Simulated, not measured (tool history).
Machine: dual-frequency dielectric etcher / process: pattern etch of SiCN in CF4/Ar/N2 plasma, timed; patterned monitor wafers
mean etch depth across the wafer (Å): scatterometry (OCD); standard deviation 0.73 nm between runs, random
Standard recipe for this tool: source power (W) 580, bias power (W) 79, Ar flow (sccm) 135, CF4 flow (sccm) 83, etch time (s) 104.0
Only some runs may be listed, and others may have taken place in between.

run	day	source power (W)	bias power (W)	Ar flow (sccm)	CF4 flow (sccm)	etch time (s)	read-back reference wafer on the same gauge, depth_nm	mean etch depth across the wafer (Å)
1	0.000	580	79	156	83	104.0	105.1	1068
2	2.817	580	79	135	83	104.0	105.3	1083
3	4.754	580	79	135	83	104.0	105.4	1091
4	6.421	580	79	135	83	104.0	105.9	1084
5	7.442	580	79	135	83	104.0	105.9	1086
6	8.621	580	79	135	83	104.0	106.3	1100
7	11.550	580	68	135	83	104.0	106.6	1044
8	15.758	580	68	135	83	104.0	107.6	1066
9	18.300	580	79	135	83	104.0	104.1	1068
10	19.858	580	79	135	83	104.0	104.1	1072
11	22.608	580	79	135	73	104.0	104.1	1042
12	24.629	660	79	103	83	88.0	103.8	1040
13	27.525	490	86	159	83	116.0	104.1	1042
14	28.638	580	79	135	73	104.0	104.4	1044
15	31.088	580	79	135	83	104.0	104.7	1078
16	33.021	460	89	135	83	104.0	105.0	939
17	35.096	580	79	165	83	104.0	105.0	1039
18	37.071	580	70	102	83	104.0	105.1	1086
19	38.708	580	79	135	83	73.5	105.2	762
20	41.700	690	79	117	83	104.0	105.8	1267
21	43.642	580	84	135	83	104.0	106.1	1107
22	45.012	580	79	135	83	118.5	106.5	1248

Taken out of this log: 8 entries between the listed runs. Where each belongs, and how the hidden state differs across it:
Between runs 6 and 7: CF4 flow controller replaced (day 10.921); source power generator calibrated (day 11.012); wet clean of the chamber (day 11.529)
  gauge reads high (%): 2.08 -> 2.58
  difference, measured minus the result without the unlogged condition, mean etch depth across the wafer (Å): +22 -> +26
Between runs 7 and 8: Ar flow controller replaced (day 13.329); upper electrode replaced (day 15.392)
  gauge reads high (%): 2.58 -> 3.39
  difference, measured minus the result without the unlogged condition, mean etch depth across the wafer (Å): +26 -> +35
Between runs 8 and 9: gauge calibrated (day 17.425)
  gauge reads high (%): 3.39 -> 0.082
  difference, measured minus the result without the unlogged condition, mean etch depth across the wafer (Å): +35 -> +1
Between runs 9 and 10: bias power generator calibrated (day 19.438)
  gauge reads high (%): 0.082 -> 0.0971
  difference, measured minus the result without the unlogged condition, mean etch depth across the wafer (Å): +1 -> +2
Between runs 16 and 17: wet clean of the chamber (day 35.075)
  gauge reads high (%): 0.793 -> 0.996
  difference, measured minus the result without the unlogged condition, mean etch depth across the wafer (Å): +7 -> +10
